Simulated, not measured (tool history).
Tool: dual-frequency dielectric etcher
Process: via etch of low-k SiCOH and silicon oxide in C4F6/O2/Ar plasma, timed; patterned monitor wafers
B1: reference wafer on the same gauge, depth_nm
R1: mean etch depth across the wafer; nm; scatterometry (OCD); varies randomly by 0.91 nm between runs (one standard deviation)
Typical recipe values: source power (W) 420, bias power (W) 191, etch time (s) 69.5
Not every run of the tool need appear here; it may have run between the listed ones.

run 1 day=0 | source_power_(W)=490 bias_power_(W)=191 etch_time_(s)=69.5 | B1=205.2 | R1=212.5
run 2 day=0.542 | source_power_(W)=490 bias_power_(W)=191 etch_time_(s)=69.5 | B1=205.1 | R1=210.1
run 3 day=1.208 | source_power_(W)=420 bias_power_(W)=191 etch_time_(s)=69.5 | B1=205 | R1=194.8
run 4 day=1.529 | source_power_(W)=420 bias_power_(W)=191 etch_time_(s)=69.5 | B1=204.9 | R1=194.2
run 5 day=1.862 | source_power_(W)=420 bias_power_(W)=191 etch_time_(s)=69.5 | B1=205.1 | R1=193.1
run 6 day=2.188 | source_power_(W)=420 bias_power_(W)=191 etch_time_(s)=69.5 | B1=205.3 | R1=193.4
-- day=5.058 wet clean of the chamber
run 7 day=5.079 | source_power_(W)=420 bias_power_(W)=191 etch_time_(s)=69.5 | B1=205.1 | R1=187.4
run 8 day=5.092 | source_power_(W)=420 bias_power_(W)=191 etch_time_(s)=69.5 | B1=205 | R1=186.4
run 9 day=5.167 | source_power_(W)=420 bias_power_(W)=191 etch_time_(s)=84 | B1=205.1 | R1=226.3
run 10 day=5.9 | source_power_(W)=420 bias_power_(W)=191 etch_time_(s)=84 | B1=205 | R1=226.2
-- day=6.162 source power generator calibrated
run 11 day=6.533 | source_power_(W)=420 bias_power_(W)=191 etch_time_(s)=69.5 | B1=204.8 | R1=187.6
-- day=7.212 gauge calibrated
-- day=7.583 upper electrode replaced
run 12 day=7.604 | source_power_(W)=420 bias_power_(W)=191 etch_time_(s)=69.5 | B1=205.1 | R1=188.8
run 13 day=7.621 | source_power_(W)=420 bias_power_(W)=191 etch_time_(s)=69.5 | B1=205.2 | R1=189.6
run 14 day=7.929 | source_power_(W)=420 bias_power_(W)=191 etch_time_(s)=60 | B1=204.9 | R1=164.4
run 15 day=8.312 | source_power_(W)=420 bias_power_(W)=221 etch_time_(s)=85.5 | B1=205 | R1=246.2
run 16 day=10.429 | source_power_(W)=420 bias_power_(W)=191 etch_time_(s)=69.5 | B1=205 | R1=191.5
run 17 day=10.929 | source_power_(W)=470 bias_power_(W)=191 etch_time_(s)=56 | B1=204.8 | R1=164.8
-- day=11.479 bias power generator calibrated
run 18 day=11.5 | source_power_(W)=480 bias_power_(W)=239 etch_time_(s)=89.5 | B1=204.9 | R1=290.7
run 19 day=11.779 | source_power_(W)=420 bias_power_(W)=191 etch_time_(s)=69.5 | B1=205 | R1=191.2
run 20 day=12.4 | source_power_(W)=360 bias_power_(W)=159 etch_time_(s)=89 | B1=204.8 | R1=206.8
run 21 day=12.683 | source_power_(W)=480 bias_power_(W)=172 etch_time_(s)=56 | B1=205.2 | R1=160.9
run 22 day=13.346 | source_power_(W)=510 bias_power_(W)=191 etch_time_(s)=69.5 | B1=204.9 | R1=216.1
run 23 day=13.967 | source_power_(W)=420 bias_power_(W)=191 etch_time_(s)=69.5 | B1=205 | R1=192.8
run 24 day=14.6 | source_power_(W)=420 bias_power_(W)=191 etch_time_(s)=69.5 | B1=205 | R1=193.1

Here are 4 independent what-if runs from the current tool condition. What would each one return?
run A day=14.617 | source_power_(W)=420 bias_power_(W)=191 etch_time_(s)=69.5 | B1=? | R1=?
run B day=14.617 | source_power_(W)=460 bias_power_(W)=168 etch_time_(s)=56 | B1=? | R1=?
run C day=14.617 | source_power_(W)=500 bias_power_(W)=224 etch_time_(s)=69.5 | B1=? | R1=?
run D day=14.617 | source_power_(W)=350 bias_power_(W)=220 etch_time_(s)=69.5 | B1=? | R1=?

run=A B1=205 R1=194.1
run=B B1=205 R1=157.6
run=C B1=205 R1=228.4
run=D B1=205 R1=181.8
Take away the tool's hidden state, keep each run's random variation, and the runs would have read:
run=A R1=186.6
run=B R1=151.5
run=C R1=219.6
run=D R1=174.8
